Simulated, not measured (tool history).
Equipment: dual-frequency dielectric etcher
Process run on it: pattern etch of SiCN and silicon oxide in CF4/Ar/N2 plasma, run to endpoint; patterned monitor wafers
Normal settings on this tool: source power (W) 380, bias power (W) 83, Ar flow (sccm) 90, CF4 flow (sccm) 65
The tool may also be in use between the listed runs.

run,day,source power (W),bias power (W),Ar flow (sccm),CF4 flow (sccm),"incoming incoming film thickness, nm",endpoint time (s)
1,0,380,83,90,65,16.48,20.7
2,0.871,430,83,90,65,16.59,19.1
3,1.962,380,83,90,65,16.56,20.6
4,4.883,380,83,90,65,16.43,20.4
5,6.454,380,83,90,65,16.54,20.7
6,7.971,350,83,90,65,16.34,21.5
7,10.133,350,83,90,65,16.43,21.4
8,12.304,380,83,90,65,16.46,20.5
# day 15.504: upper electrode replaced
9,15.525,380,71,90,65,16.56,21.7
10,17.738,380,83,90,65,16.46,20.4
11,19.833,380,83,90,65,16.48,20.5
12,21.438,480,76,105,57,16.56,19.3
# day 23.462: source power generator calibrated
13,23.483,380,98,90,65,16.62,19.6
# day 25.408: wet clean of the chamber
14,25.429,380,99,82,65,16.57,19.3
# day 25.954: Ar flow controller replaced
15,27.283,380,83,111,79,16.66,21.2
# day 27.529: bias power generator calibrated
# day 30.379: CF4 flow controller replaced
16,30.4,380,75,90,65,16.47,21.3
17,32.958,380,71,102,80,16.44,21.4
18,34.446,430,92,90,65,16.38,18.3
19,37.325,340,65,110,65,16.46,24.2
20,38.871,420,83,77,65,16.58,19.1
21,39.929,380,97,110,78,16.64,19.9
22,41.588,460,83,76,60,16.61,18.4
23,43.921,380,83,90,65,16.53,20.7

5 options for the next run, each taken on its own from the tool as it stands now. Forecast them:
A,43.938,380,70,90,65,16.5,?
B,43.938,460,88,90,65,16.5,?
C,43.938,380,83,90,61,16.5,?
D,43.938,380,92,90,58,16.5,?
E,43.938,450,103,111,79,16.5,?

run,endpoint time (s)
A,21.8
B,18.2
C,20.9
D,20.3
E,17.7
Had the tool no hidden state, the same runs would have come out as:
run,endpoint time (s)
A,21.8
B,18.2
C,20.9
D,20.3
E,17.7
